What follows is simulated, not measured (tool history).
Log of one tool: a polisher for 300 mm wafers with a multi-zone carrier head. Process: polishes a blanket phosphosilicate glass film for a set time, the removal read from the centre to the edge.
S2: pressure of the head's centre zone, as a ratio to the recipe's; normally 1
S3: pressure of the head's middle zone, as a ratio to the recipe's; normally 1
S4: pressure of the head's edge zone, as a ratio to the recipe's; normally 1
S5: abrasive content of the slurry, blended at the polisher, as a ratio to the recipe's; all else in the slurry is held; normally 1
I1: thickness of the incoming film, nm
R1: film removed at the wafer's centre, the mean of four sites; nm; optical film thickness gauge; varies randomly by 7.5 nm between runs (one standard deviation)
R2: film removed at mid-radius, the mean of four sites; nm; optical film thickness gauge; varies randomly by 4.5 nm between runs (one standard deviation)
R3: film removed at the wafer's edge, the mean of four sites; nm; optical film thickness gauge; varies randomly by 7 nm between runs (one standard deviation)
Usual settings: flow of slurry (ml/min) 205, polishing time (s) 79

Run 1, hour 0: usual settings; I1 3499.2. Result: R1 724.5 nm, R2 731.7 nm, R3 751.3 nm.
At hour 25.9: worn pad replaced by a new one.
Run 2, hour 29.9: usual settings; I1 3587.2. Result: R1 734.2 nm, R2 729.1 nm, R3 747.2 nm.
Run 3, hour 54.9: usual settings; I1 3570.4. Result: R1 736 nm, R2 726 nm, R3 765.4 nm.
Run 4, hour 85.4: usual settings but S4 1.04; I1 3494.7. Result: R1 721.7 nm, R2 738 nm, R3 751 nm.
At hour 104.1: edge zone pressure recalibrated.
At hour 111.9: slurry nozzle cleaned.
At hour 146.4: worn pad replaced by a new one.
Run 5, hour 169.3: usual settings; I1 3545.1. Result: R1 731.7 nm, R2 723.1 nm, R3 756.9 nm.
Run 6, hour 185.1: usual settings but S5 0.9; I1 3525. Result: R1 722.6 nm, R2 713.3 nm, R3 723.2 nm.
Run 7, hour 220.8: usual settings; I1 3490.1. Result: R1 741.6 nm, R2 732.5 nm, R3 747.7 nm.
Run 8, hour 252.8: usual settings but S2 0.91, S3 1.05, S5 1.2, polishing time (s) 51; I1 3515.2. Result: R1 455.9 nm, R2 510.8 nm, R3 514.1 nm.
At hour 268.7: worn pad replaced by a new one.
Run 9, hour 277.1: usual settings but flow of slurry (ml/min) 270, S2 0.92; I1 3524.7. Result: R1 681.2 nm, R2 740.6 nm, R3 761.8 nm.
Run 10, hour 294.6: usual settings but flow of slurry (ml/min) 270, S2 0.92; I1 3473.5. Result: R1 697.8 nm, R2 747.4 nm, R3 751.8 nm.
Run 11, hour 310.3: usual settings; I1 3581.7. Result: R1 740.1 nm, R2 730.5 nm, R3 748.7 nm.
At hour 318.5: carrier head's membrane replaced by a new one.
Run 12, hour 329.7: usual settings but S2 1.12, S4 0.91, polishing time (s) 89; I1 3529.5. Result: R1 934.2 nm, R2 821.2 nm, R3 815.2 nm.
Run 13, hour 346.5: usual settings but S2 0.95, polishing time (s) 64; I1 3549. Result: R1 570.6 nm, R2 587.7 nm, R3 597.1 nm.
Run 14, hour 367.9: usual settings but flow of slurry (ml/min) 255; I1 3511.1. Result: R1 746.6 nm, R2 747 nm, R3 757.6 nm.
At hour 401.2: worn pad replaced by a new one.
At hour 411.1: centre zone pressure recalibrated.
Run 15, hour 421.3: usual settings; I1 3510.2. Result: R1 733.5 nm, R2 735.8 nm, R3 750.4 nm.
Run 16, hour 456.1: usual settings but S3 0.9, polishing time (s) 60; I1 3546.7. Result: R1 554 nm, R2 516.4 nm, R3 575.5 nm.
At hour 465.5: edge zone pressure recalibrated.
Run 17, hour 473.6: usual settings but flow of slurry (ml/min) 225, S2 1.06, S3 1.04; I1 3504.8. Result: R1 780.8 nm, R2 764.6 nm, R3 765.3 nm.
Run 18, hour 509.4: usual settings but flow of slurry (ml/min) 175, S5 0.8; I1 3555.7. Result: R1 663 nm, R2 673.5 nm, R3 691.1 nm.
Run 19, hour 528.4: usual settings but S3 0.95, S5 1.15; I1 3526.8. Result: R1 770.2 nm, R2 733.8 nm, R3 778.7 nm.
At hour 548.8: worn pad replaced by a new one.
Run 20, hour 558.7: usual settings but S2 0.9, S3 0.89; I1 3569.8. Result: R1 660.1 nm, R2 675 nm, R3 746.9 nm.

Forecast each of these 5 alternatives for the next run:
Run A, hour 559.1: usual settings; I1 3490.2. Result: R1 ?, R2 ?, R3 ?.
Run B, hour 559.1: usual settings but polishing time (s) 96; I1 3490.2. Result: R1 ?, R2 ?, R3 ?.
Run C, hour 559.1: usual settings but S2 0.93; I1 3490.2. Result: R1 ?, R2 ?, R3 ?.
Run D, hour 559.1: usual settings but S2 0.91, polishing time (s) 103; I1 3490.2. Result: R1 ?, R2 ?, R3 ?.
Run E, hour 559.1: usual settings but S4 1.05; I1 3490.2. Result: R1 ?, R2 ?, R3 ?.

run     R1     R2     R3
  A  739.3  723.1  751.4
  B  898.4  878.7  913.1
  C  687.1  723.4  751.4
  D  876.5  943.2  979.7
  E  739.3  723.1    768
The same runs, with their run-to-run variation unchanged, on a tool lacking any hidden condition would have given:
run     R1     R2     R3
  A  739.3  723.1  751.4
  B  898.4  878.7  913.1
  C  687.1  723.4  751.4
  D  876.5  943.2  979.7
  E  739.3  723.1    768
